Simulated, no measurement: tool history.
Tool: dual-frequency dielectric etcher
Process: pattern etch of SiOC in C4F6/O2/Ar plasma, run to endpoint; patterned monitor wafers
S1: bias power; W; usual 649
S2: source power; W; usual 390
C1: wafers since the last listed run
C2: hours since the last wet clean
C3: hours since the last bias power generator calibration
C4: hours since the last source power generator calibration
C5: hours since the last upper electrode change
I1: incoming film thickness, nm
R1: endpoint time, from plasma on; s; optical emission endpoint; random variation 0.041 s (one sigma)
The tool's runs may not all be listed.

{"run": 1, "day": 0.0, "S1": 649, "S2": 390, "C1": 0, "C2": 36.8, "C3": 3717.2, "C4": 1922.8, "C5": 2380.2, "I1": 46.91, "R1": 13.8}
{"run": 2, "day": 1.467, "S1": 735, "S2": 390, "C1": 552, "C2": 72.0, "C3": 3752.4, "C4": 1958.0, "C5": 2415.4, "I1": 46.65, "R1": 13.0}
{"run": 3, "day": 2.921, "S1": 735, "S2": 390, "C1": 547, "C2": 106.9, "C3": 3787.3, "C4": 1992.9, "C5": 2450.3, "I1": 46.86, "R1": 13.0}
{"run": 4, "day": 3.679, "S1": 598, "S2": 450, "C1": 285, "C2": 125.1, "C3": 3805.5, "C4": 2011.1, "C5": 2468.5, "I1": 46.68, "R1": 13.4}
{"run": 5, "day": 4.95, "S1": 649, "S2": 390, "C1": 478, "C2": 155.6, "C3": 3836.0, "C4": 2041.6, "C5": 2499.0, "I1": 46.35, "R1": 13.5}
{"run": 6, "day": 6.425, "S1": 649, "S2": 390, "C1": 555, "C2": 191.0, "C3": 3871.4, "C4": 2077.0, "C5": 2534.4, "I1": 47.01, "R1": 13.7}
{"run": 7, "day": 7.525, "S1": 649, "S2": 390, "C1": 414, "C2": 217.4, "C3": 3897.8, "C4": 2103.4, "C5": 2560.8, "I1": 46.52, "R1": 13.5}
{"run": 8, "day": 8.45, "S1": 649, "S2": 390, "C1": 348, "C2": 239.6, "C3": 3920.0, "C4": 2125.6, "C5": 2583.0, "I1": 46.72, "R1": 13.5}
{"run": 9, "day": 9.483, "S1": 649, "S2": 390, "C1": 389, "C2": 264.4, "C3": 3944.8, "C4": 2150.4, "C5": 2607.8, "I1": 46.59, "R1": 13.4}
{"run": 10, "day": 10.892, "S1": 649, "S2": 340, "C1": 530, "C2": 298.2, "C3": 3978.6, "C4": 2184.2, "C5": 2641.6, "I1": 46.69, "R1": 14.1}
{"day": 11.996, "done": "source power generator calibrated"}
{"run": 11, "day": 12.017, "S1": 649, "S2": 390, "C1": 361, "C2": 325.2, "C3": 4005.6, "C4": 0.5, "C5": 2668.6, "I1": 46.58, "R1": 13.3}
{"run": 12, "day": 12.738, "S1": 649, "S2": 390, "C1": 271, "C2": 342.5, "C3": 4022.9, "C4": 17.8, "C5": 2685.9, "I1": 47.01, "R1": 13.5}
{"run": 13, "day": 14.179, "S1": 649, "S2": 390, "C1": 543, "C2": 377.1, "C3": 4057.5, "C4": 52.4, "C5": 2720.5, "I1": 47.0, "R1": 13.5}
{"run": 14, "day": 15.671, "S1": 649, "S2": 430, "C1": 561, "C2": 412.9, "C3": 4093.3, "C4": 88.2, "C5": 2756.3, "I1": 47.06, "R1": 13.0}
{"day": 17.867, "done": "upper electrode replaced"}
{"run": 15, "day": 17.888, "S1": 649, "S2": 430, "C1": 458, "C2": 466.1, "C3": 4146.5, "C4": 141.4, "C5": 0.5, "I1": 46.74, "R1": 12.9}
{"run": 16, "day": 18.375, "S1": 649, "S2": 430, "C1": 183, "C2": 477.8, "C3": 4158.2, "C4": 153.1, "C5": 12.2, "I1": 47.21, "R1": 12.9}
{"run": 17, "day": 19.446, "S1": 649, "S2": 390, "C1": 403, "C2": 503.5, "C3": 4183.9, "C4": 178.8, "C5": 37.9, "I1": 46.94, "R1": 13.3}
{"day": 20.738, "done": "wet clean of the chamber"}
{"run": 18, "day": 20.758, "S1": 649, "S2": 390, "C1": 117, "C2": 0.5, "C3": 4215.4, "C4": 210.3, "C5": 69.4, "I1": 47.12, "R1": 13.8}
{"run": 19, "day": 20.771, "S1": 649, "S2": 390, "C1": 4, "C2": 0.8, "C3": 4215.7, "C4": 210.6, "C5": 69.7, "I1": 46.77, "R1": 13.6}
{"run": 20, "day": 21.179, "S1": 784, "S2": 390, "C1": 153, "C2": 10.6, "C3": 4225.5, "C4": 220.4, "C5": 79.5, "I1": 46.61, "R1": 12.6}
{"run": 21, "day": 22.604, "S1": 775, "S2": 320, "C1": 536, "C2": 44.8, "C3": 4259.7, "C4": 254.6, "C5": 113.7, "I1": 46.42, "R1": 13.4}
{"run": 22, "day": 23.288, "S1": 798, "S2": 310, "C1": 257, "C2": 61.2, "C3": 4276.1, "C4": 271.0, "C5": 130.1, "I1": 46.91, "R1": 13.5}
{"run": 23, "day": 23.983, "S1": 802, "S2": 450, "C1": 262, "C2": 77.9, "C3": 4292.8, "C4": 287.7, "C5": 146.8, "I1": 47.07, "R1": 11.9}
{"run": 24, "day": 24.971, "S1": 597, "S2": 480, "C1": 372, "C2": 101.6, "C3": 4316.5, "C4": 311.4, "C5": 170.5, "I1": 46.51, "R1": 13.1}
{"run": 25, "day": 25.975, "S1": 581, "S2": 360, "C1": 378, "C2": 125.7, "C3": 4340.6, "C4": 335.5, "C5": 194.6, "I1": 46.82, "R1": 14.6}
{"run": 26, "day": 26.854, "S1": 811, "S2": 340, "C1": 331, "C2": 146.8, "C3": 4361.7, "C4": 356.6, "C5": 215.7, "I1": 46.73, "R1": 12.8}
{"day": 27.279, "done": "bias power generator calibrated"}
{"run": 27, "day": 27.754, "S1": 573, "S2": 320, "C1": 276, "C2": 168.4, "C3": 11.4, "C4": 378.2, "C5": 237.3, "I1": 46.44, "R1": 15.0}
{"run": 28, "day": 29.05, "S1": 764, "S2": 450, "C1": 488, "C2": 199.5, "C3": 42.5, "C4": 409.3, "C5": 268.4, "I1": 46.8, "R1": 12.0}
{"run": 29, "day": 30.117, "S1": 649, "S2": 420, "C1": 401, "C2": 225.1, "C3": 68.1, "C4": 434.9, "C5": 294.0, "I1": 46.9, "R1": 13.2}
{"run": 30, "day": 31.329, "S1": 649, "S2": 390, "C1": 456, "C2": 254.2, "C3": 97.2, "C4": 464.0, "C5": 323.1, "I1": 46.35, "R1": 13.2}
{"run": 31, "day": 32.242, "S1": 558, "S2": 390, "C1": 343, "C2": 276.1, "C3": 119.1, "C4": 485.9, "C5": 345.0, "I1": 46.48, "R1": 14.2}
{"run": 32, "day": 33.683, "S1": 649, "S2": 300, "C1": 543, "C2": 310.7, "C3": 153.7, "C4": 520.5, "C5": 379.6, "I1": 46.48, "R1": 14.5}
{"run": 33, "day": 35.092, "S1": 649, "S2": 390, "C1": 530, "C2": 344.5, "C3": 187.5, "C4": 554.3, "C5": 413.4, "I1": 46.16, "R1": 13.2}
{"run": 34, "day": 37.183, "S1": 514, "S2": 340, "C1": 788, "C2": 394.7, "C3": 237.7, "C4": 604.5, "C5": 463.6, "I1": 46.6, "R1": 15.2}
{"run": 35, "day": 37.95, "S1": 795, "S2": 320, "C1": 288, "C2": 413.1, "C3": 256.1, "C4": 622.9, "C5": 482.0, "I1": 46.79, "R1": 13.0}

How the hidden state differs across the entries between the runs, from the last listed run before each to the first after it:
Between runs 10 and 11: source power generator calibrated (day 11.996)
  etch rate over this chamber's usual, %: 1.44 -> 1.65
  measured less the result without the state, R1: -0.2 -> -0.2 s
Between runs 14 and 15: upper electrode replaced (day 17.867)
  etch rate over this chamber's usual, %: 2.32 -> 2.73
  measured less the result without the state, R1: -0.3 -> -0.3 s
Between runs 17 and 18: wet clean of the chamber (day 20.738)
  etch rate over this chamber's usual, %: 3.01 -> -0.168
  measured less the result without the state, R1: -0.4 -> +0.1 s
Between runs 26 and 27: bias power generator calibrated (day 27.279)
  etch rate over this chamber's usual, %: 0.949 -> 1.11
  measured less the result without the state, R1: -0.2 -> -0.2 s

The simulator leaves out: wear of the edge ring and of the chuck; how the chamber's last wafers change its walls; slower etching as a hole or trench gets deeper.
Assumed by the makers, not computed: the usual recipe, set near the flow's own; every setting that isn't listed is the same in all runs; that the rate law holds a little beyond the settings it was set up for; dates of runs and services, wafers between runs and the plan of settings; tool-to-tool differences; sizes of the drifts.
